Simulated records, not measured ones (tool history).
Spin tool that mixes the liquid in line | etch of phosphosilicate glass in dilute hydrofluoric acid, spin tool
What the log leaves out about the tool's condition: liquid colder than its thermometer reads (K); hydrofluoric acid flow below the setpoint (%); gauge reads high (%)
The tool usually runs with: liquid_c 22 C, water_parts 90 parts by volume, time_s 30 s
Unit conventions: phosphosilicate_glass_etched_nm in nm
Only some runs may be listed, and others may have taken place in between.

run   hour  liquid_c  water_parts  time_s  wafers since the last listed run  hours since the thermometer was replaced  hours since the hydrofluoric acid flow meter was replaced  hours since the gauge calibration  read-back film thickness of the phosphosilicate glass reference wafer, read on the same gauge (nm)  phosphosilicate_glass_etched_nm
  1      0        22           90      30                                 0                                    2626.7                                                     1435.6                               41.9                                                                                                  40                            34.78
  2    9.4        22           90      30                               147                                    2636.1                                                       1445                               51.3                                                                                               40.01                            34.54
  3   25.3        22           80      30                               249                                      2652                                                     1460.9                               67.2                                                                                               39.98                            39.35
  4   40.8        22           90      20                               242                                    2667.5                                                     1476.4                               82.7                                                                                                  40                            23.03
  5   85.9        22           90      20                               706                                    2712.6                                                     1521.5                              127.8                                                                                               40.01                            22.95
  6   98.8        22           90      20                               202                                    2725.5                                                     1534.4                              140.7                                                                                               40.05                            22.87
  7  151.9        22           90      30                               831                                    2778.6                                                     1587.5                              193.8                                                                                                  40                            34.02
  8  166.7      18.5          110      30                               231                                    2793.4                                                     1602.3                              208.6                                                                                               39.99                            23.68
  9  184.7      18.5          110      30                               281                                    2811.4                                                     1620.3                              226.6                                                                                               40.03                            23.55
 10  200.3      18.5          110      30                               244                                      2827                                                     1635.9                              242.2                                                                                                  40                            23.57
 11  211.6        22           65      30                               176                                    2838.3                                                     1647.2                              253.5                                                                                                  40                            48.84
 12  223.8        22           65      30                               191                                    2850.5                                                     1659.4                              265.7                                                                                               39.98                            48.34
 13  235.3        22           65      30                               180                                      2862                                                     1670.9                              277.2                                                                                               40.01                            48.32
 14  246.9        22           90      30                               181                                    2873.6                                                     1682.5                              288.8                                                                                               39.96                             33.8
 15  254.5        22           90      30                               119                                    2881.2                                                     1690.1                              296.4                                                                                               39.99                            33.78
 16  263.7        22           55      30                               144                                    2890.4                                                     1699.3                              305.6                                                                                               39.97                            57.57
     278.1  -- hydrofluoric acid flow meter replaced
 17  278.4        22           90      30                               214                                    2905.1                                                        0.3                              320.3                                                                                                  40                            36.81
 18  289.1      17.5           90      30                               167                                    2915.8                                                         11                                331                                                                                               40.03                            30.48
 19    304        22           90      30                               233                                    2930.7                                                       25.9                              345.9                                                                                               40.04                            36.81
       310  -- gauge calibrated
 20  314.3        22           90      30                               161                                      2941                                                       36.2                                4.3                                                                                                  40                            36.72
 21  321.1      23.5           70      30                               106                                    2947.8                                                         43                               11.1                                                                                               40.04                            51.42
 22    333        22           90      15                               186                                    2959.7                                                       54.9                                 23                                                                                                  40                            18.33
 23  340.2      18.5           65      30                               112                                    2966.9                                                       62.1                               30.2                                                                                               40.02                            45.19
       346  -- thermometer replaced
 24  348.5      26.5           90      30                               114                                       2.5                                                       70.4                               38.5                                                                                               40.04                            48.62
 25  361.8      26.5           55      15                               208                                      15.8                                                       83.7                               51.8                                                                                               39.97                            41.76
 26    374        22          100      20                               191                                        28                                                       95.9                                 64                                                                                               40.03                            23.93
 27  381.2      17.5           70      40                               112                                      35.2                                                      103.1                               71.2                                                                                               40.02                            58.94
 28  392.1      18.5          130      35                               170                                      46.1                                                        114                               82.1                                                                                                  40                             27.1
 29  401.6        25           90      30                               148                                      55.6                                                      123.5                               91.6                                                                                               40.04                            45.77
 30  408.4      26.5          120      30                               106                                      62.4                                                      130.3                               98.4                                                                                               40.01                            34.82
 31  423.3        22           45      30                               233                                      77.3                                                      145.2                              113.3                                                                                                  40                            85.41
 32  440.1        22           60      15                               263                                      94.1                                                        162                              130.1                                                                                               39.94                            31.42

How would selected steps in phosphosilicate_glass_etched_nm from run to run divide? Give the signed amount a tool lacking its hidden state would still show from settings, what came in and random variation, and the signed amount left for the hidden state, including any gauge scatter that is not in both of the compared results.
Run 10 -> 11: liquid_c 18.5 -> 22, water_parts 110 -> 65. phosphosilicate_glass_etched_nm +25.27 nm: hidden state -5.31, all else +30.58.
Run 15 -> 16: water_parts 90 -> 55. phosphosilicate_glass_etched_nm +23.79 nm: hidden state -5.21, all else +29.
Run 16 -> 17: water_parts 55 -> 90, hydrofluoric acid flow meter replaced. phosphosilicate_glass_etched_nm -20.76 nm: hidden state +8.14, all else -28.9.
Run 26 -> 27: liquid_c 22 -> 17.5, water_parts 100 -> 70, time_s 20 -> 40. phosphosilicate_glass_etched_nm +35.01 nm: hidden state -0.68, all else +35.69.
Run 30 -> 31: liquid_c 26.5 -> 22, water_parts 120 -> 45. phosphosilicate_glass_etched_nm +50.59 nm: hidden state -1.18, all else +51.77.
Run 31 -> 32: water_parts 45 -> 60, time_s 30 -> 15. phosphosilicate_glass_etched_nm -53.99 nm: hidden state +1.18, all else -55.17.
